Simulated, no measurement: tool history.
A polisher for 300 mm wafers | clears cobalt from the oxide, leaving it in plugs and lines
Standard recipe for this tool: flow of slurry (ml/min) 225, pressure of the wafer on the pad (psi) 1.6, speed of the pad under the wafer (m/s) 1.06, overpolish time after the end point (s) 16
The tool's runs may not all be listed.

run	hour	flow of slurry (ml/min)	pressure of the wafer on the pad (psi)	speed of the pad under the wafer (m/s)	overpolish time after the end point (s)	incoming thickness of the incoming film, nm	time until the end point was called (s)	dishing of a wide line in a test structure (nm)
1	0	225	1.6	1.06	16	320.6	90.6	37.2
2	11.4	225	1.6	1.06	16	325.7	90.9	36.7
3	28.9	225	1.6	1.06	16	324	90.7	38.2
4	47.8	225	1.6	1.06	16	319.5	84.5	39.2
5	57.3	225	1.6	1.06	16	317.9	84	37.6
6	65.6	225	1.6	1.06	16	316	85.3	38.6
7	80.4	225	1.6	0.92	16	319.6	99.5	34.7
8	88	225	1.6	0.92	16	313.6	98.1	35.6
9	101.8	225	1.6	0.92	16	324.6	104.4	34.2
10	119.4	225	1.2	1.06	21	317.4	117.5	36.7
11	130.1	225	1.2	1.06	21	322.1	117.9	37.5
12	141.3	225	1.2	1.06	21	322.6	118.2	36.3
13	155.6	225	1.1	1.24	16	319.1	111.9	31.8
14	173.4	225	1.6	1.06	16	326.2	87.2	38.2
15	181.7	225	1.1	1.24	16	321.8	106.4	33.3
16	189.6	225	2.1	1.06	24	322.9	65.7	51.2
17	196.8	225	1.6	1.36	16	318.3	66.8	44.1
18	206.3	205	1.6	1.06	16	319.4	87.1	37
19	216.4	225	1.2	1.06	21	319.4	116.8	37.2
20	222.6	150	1.6	1.06	16	322.4	91.7	36.1
21	239.3	150	1.6	1.06	16	320.2	94.3	36.4
22	246.1	225	1.6	1.06	16	318	88.2	37.4
23	256.3	225	1.6	0.96	16	323.5	99.7	34.9
24	263.7	185	1.6	1.06	16	320	91.6	37

Not shown here: 4 entries made in the log between runs. Locate each between two listed runs and compare the hidden state at the listed run before it with the hidden state at the listed run after it:
After run 3, before run 4: worn pad replaced by a new one (hour 47.3)
  removal rate lost through wear of the pad, %: 8.35 -> 1.3
  the result without the hidden state subtracted from the measured one, time until the end point was called (s): +7.6 -> +1.1; dishing of a wide line in a test structure (nm): -1.9 -> -0.3
After run 8, before run 9: head pressure recalibrated (hour 92.8)
  removal rate lost through wear of the pad, %: 6.19 -> 7.04
  the result without the hidden state subtracted from the measured one, time until the end point was called (s): +6 -> +7.4; dishing of a wide line in a test structure (nm): -1.4 -> -1.6
After run 12, before run 13: slurry nozzle cleaned (hour 147.5)
  removal rate lost through wear of the pad, %: 8.36 -> 8.61
  the result without the hidden state subtracted from the measured one, time until the end point was called (s): +9.9 -> +9.6; dishing of a wide line in a test structure (nm): -1.9 -> -1.9
After run 13, before run 14: worn pad replaced by a new one (hour 162.7)
  removal rate lost through wear of the pad, %: 8.61 -> 2.18
  the result without the hidden state subtracted from the measured one, time until the end point was called (s): +9.6 -> +1.9; dishing of a wide line in a test structure (nm): -1.9 -> -0.5
